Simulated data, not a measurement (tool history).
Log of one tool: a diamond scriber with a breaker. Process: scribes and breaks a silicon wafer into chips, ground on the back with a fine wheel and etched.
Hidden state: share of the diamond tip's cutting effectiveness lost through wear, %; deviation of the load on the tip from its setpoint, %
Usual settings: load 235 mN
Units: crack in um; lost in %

| run | hour | load | wafers since the last listed run | hours since the diamond tip was replaced | hours since the load on the tip was calibrated | incoming depth of the damage left on the back of the incoming wafer, um | crack | lost |
|---|---|---|---|---|---|---|---|---|
| 1 | 0.0 | 235 | 0 | 234.4 | 973.8 | 0.31 | 11.80 | 2.17 |
| 2 | 29.7 | 235 | 64 | 264.1 | 1003.5 | 0.68 | 11.54 | 2.15 |
|  | 39.7 | diamond tip replaced by a new one |
| 3 | 69.0 | 235 | 81 | 29.3 | 1042.8 | 0.32 | 12.62 | 1.98 |
| 4 | 130.4 | 235 | 134 | 90.7 | 1104.2 | 0.65 | 12.45 | 2.16 |
| 5 | 177.3 | 235 | 102 | 137.6 | 1151.1 | 0.39 | 11.99 | 2.12 |
| 6 | 247.4 | 235 | 153 | 207.7 | 1221.2 | 0.70 | 12.19 | 2.04 |
| 7 | 288.9 | 235 | 90 | 249.2 | 1262.7 | 0.60 | 12.05 | 1.99 |
|  | 326.4 | diamond tip replaced by a new one |
| 8 | 357.4 | 235 | 145 | 31.0 | 1331.2 | 0.63 | 12.85 | 2.15 |
| 9 | 414.0 | 235 | 123 | 87.6 | 1387.8 | 0.53 | 12.76 | 2.00 |
| 10 | 470.7 | 186 | 123 | 144.3 | 1444.5 | 0.44 | 10.77 | 3.62 |
| 11 | 505.1 | 268 | 75 | 178.7 | 1478.9 | 0.45 | 13.21 | 2.27 |
|  | 550.7 | diamond tip replaced by a new one |
|  | 550.9 | load on the tip recalibrated |
| 12 | 554.9 | 264 | 104 | 4.2 | 4.0 | 0.79 | 13.60 | 3.04 |
| 13 | 603.6 | 235 | 106 | 52.9 | 52.7 | 0.54 | 12.17 | 1.94 |
| 14 | 655.7 | 208 | 113 | 105.0 | 104.8 | 0.63 | 11.47 | 2.85 |
| 15 | 774.4 | 186 | 259 | 223.7 | 223.5 | 0.38 | 10.54 | 4.77 |
|  | 834.6 | diamond tip replaced by a new one |
| 16 | 835.1 | 269 | 128 | 0.5 | 284.2 | 0.47 | 13.73 | 2.95 |
| 17 | 896.5 | 235 | 134 | 61.9 | 345.6 | 0.70 | 12.36 | 1.89 |
| 18 | 923.7 | 194 | 59 | 89.1 | 372.8 | 0.77 | 10.90 | 3.43 |
| 19 | 973.6 | 197 | 109 | 139.0 | 422.7 | 0.38 | 10.80 | 3.48 |
| 20 | 1007.8 | 284 | 74 | 173.2 | 456.9 | 0.76 | 13.12 | 2.53 |
| 21 | 1063.9 | 186 | 122 | 229.3 | 513.0 | 0.45 | 10.43 | 4.47 |

How the hidden state differs across the entries between the runs, from the last listed run before each to the first after it:
Between runs 2 and 3: diamond tip replaced by a new one (hour 39.7)
  share of the diamond tip's cutting effectiveness lost through wear, %: 13.8 -> 5.3; deviation of the load on the tip from its setpoint, %: 9.63 -> 10
  measured less the result without the state, crack: -0.53 -> +0.24 um; lost: +0.18 -> +0.03 %
Between runs 7 and 8: diamond tip replaced by a new one (hour 326.4)
  share of the diamond tip's cutting effectiveness lost through wear, %: 13 -> 3.76; deviation of the load on the tip from its setpoint, %: 12.1 -> 12.7
  measured less the result without the state, crack: -0.31 -> +0.56 um; lost: +0.06 -> +0.17 %
Between runs 11 and 12: diamond tip replaced by a new one (hour 550.7); load on the tip recalibrated (hour 550.9)
  share of the diamond tip's cutting effectiveness lost through wear, %: 10.5 -> 0.808; deviation of the load on the tip from its setpoint, %: 14.1 -> 4.9
  measured less the result without the state, crack: +0.05 -> +0.30 um; lost: +0.04 -> +0.35 %
Between runs 15 and 16: diamond tip replaced by a new one (hour 834.6)
  share of the diamond tip's cutting effectiveness lost through wear, %: 11.1 -> 2.1; deviation of the load on the tip from its setpoint, %: 6.98 -> 7.56
  measured less the result without the state, crack: -0.43 -> +0.38 um; lost: +1.08 -> +0.45 %
